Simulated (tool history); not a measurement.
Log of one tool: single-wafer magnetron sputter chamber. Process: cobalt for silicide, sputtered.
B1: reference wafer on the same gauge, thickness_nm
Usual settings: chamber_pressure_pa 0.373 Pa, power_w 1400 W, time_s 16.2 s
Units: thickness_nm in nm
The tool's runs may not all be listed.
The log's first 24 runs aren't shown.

{"run": 25, "hour": 2160.8, "chamber_pressure_pa": 0.373, "power_w": 1500, "time_s": 16.2, "B1": 12.221, "thickness_nm": 12.168}
{"run": 26, "hour": 2242.5, "chamber_pressure_pa": 0.373, "power_w": 1400, "time_s": 16.2, "B1": 12.245, "thickness_nm": 11.35}
{"run": 27, "hour": 2322.0, "chamber_pressure_pa": 0.373, "power_w": 1400, "time_s": 16.2, "B1": 12.244, "thickness_nm": 11.352}
{"hour": 2339.8, "done": "sputter target and shields replaced"}
{"run": 28, "hour": 2360.9, "chamber_pressure_pa": 0.373, "power_w": 1250, "time_s": 14.7, "B1": 12.247, "thickness_nm": 9.179}
{"run": 29, "hour": 2444.0, "chamber_pressure_pa": 0.373, "power_w": 1400, "time_s": 16.2, "B1": 12.255, "thickness_nm": 11.412}
{"run": 30, "hour": 2533.8, "chamber_pressure_pa": 0.294, "power_w": 1400, "time_s": 16.2, "B1": 12.272, "thickness_nm": 11.659}
{"run": 31, "hour": 2604.6, "chamber_pressure_pa": 0.517, "power_w": 1650, "time_s": 16.2, "B1": 12.284, "thickness_nm": 12.787}
{"run": 32, "hour": 2703.6, "chamber_pressure_pa": 0.522, "power_w": 1550, "time_s": 17.5, "B1": 12.284, "thickness_nm": 12.934}
{"run": 33, "hour": 2779.2, "chamber_pressure_pa": 0.373, "power_w": 1400, "time_s": 16.2, "B1": 12.306, "thickness_nm": 11.391}
{"hour": 2792.1, "done": "capacitance manometer re-zeroed and calibrated"}
{"run": 34, "hour": 2839.1, "chamber_pressure_pa": 0.373, "power_w": 1400, "time_s": 16.2, "B1": 12.311, "thickness_nm": 11.358}

Forecast each of these 4 alternatives for the next run:
{"run": "A", "hour": 2839.5, "chamber_pressure_pa": 0.373, "power_w": 1400, "time_s": 16.2, "B1": "?", "thickness_nm": "?"}
{"run": "B", "hour": 2839.5, "chamber_pressure_pa": 0.268, "power_w": 1400, "time_s": 18.9, "B1": "?", "thickness_nm": "?"}
{"run": "C", "hour": 2839.5, "chamber_pressure_pa": 0.295, "power_w": 1700, "time_s": 18, "B1": "?", "thickness_nm": "?"}
{"run": "D", "hour": 2839.5, "chamber_pressure_pa": 0.412, "power_w": 1700, "time_s": 16.2, "B1": "?", "thickness_nm": "?"}

run=A B1=12.315 thickness_nm=11.305
run=B B1=12.315 thickness_nm=13.635
run=C B1=12.315 thickness_nm=15.634
run=D B1=12.315 thickness_nm=13.561
Without the tool's hidden state the same runs would have given:
run=A thickness_nm=11.211
run=B thickness_nm=13.522
run=C thickness_nm=15.504
run=D thickness_nm=13.448

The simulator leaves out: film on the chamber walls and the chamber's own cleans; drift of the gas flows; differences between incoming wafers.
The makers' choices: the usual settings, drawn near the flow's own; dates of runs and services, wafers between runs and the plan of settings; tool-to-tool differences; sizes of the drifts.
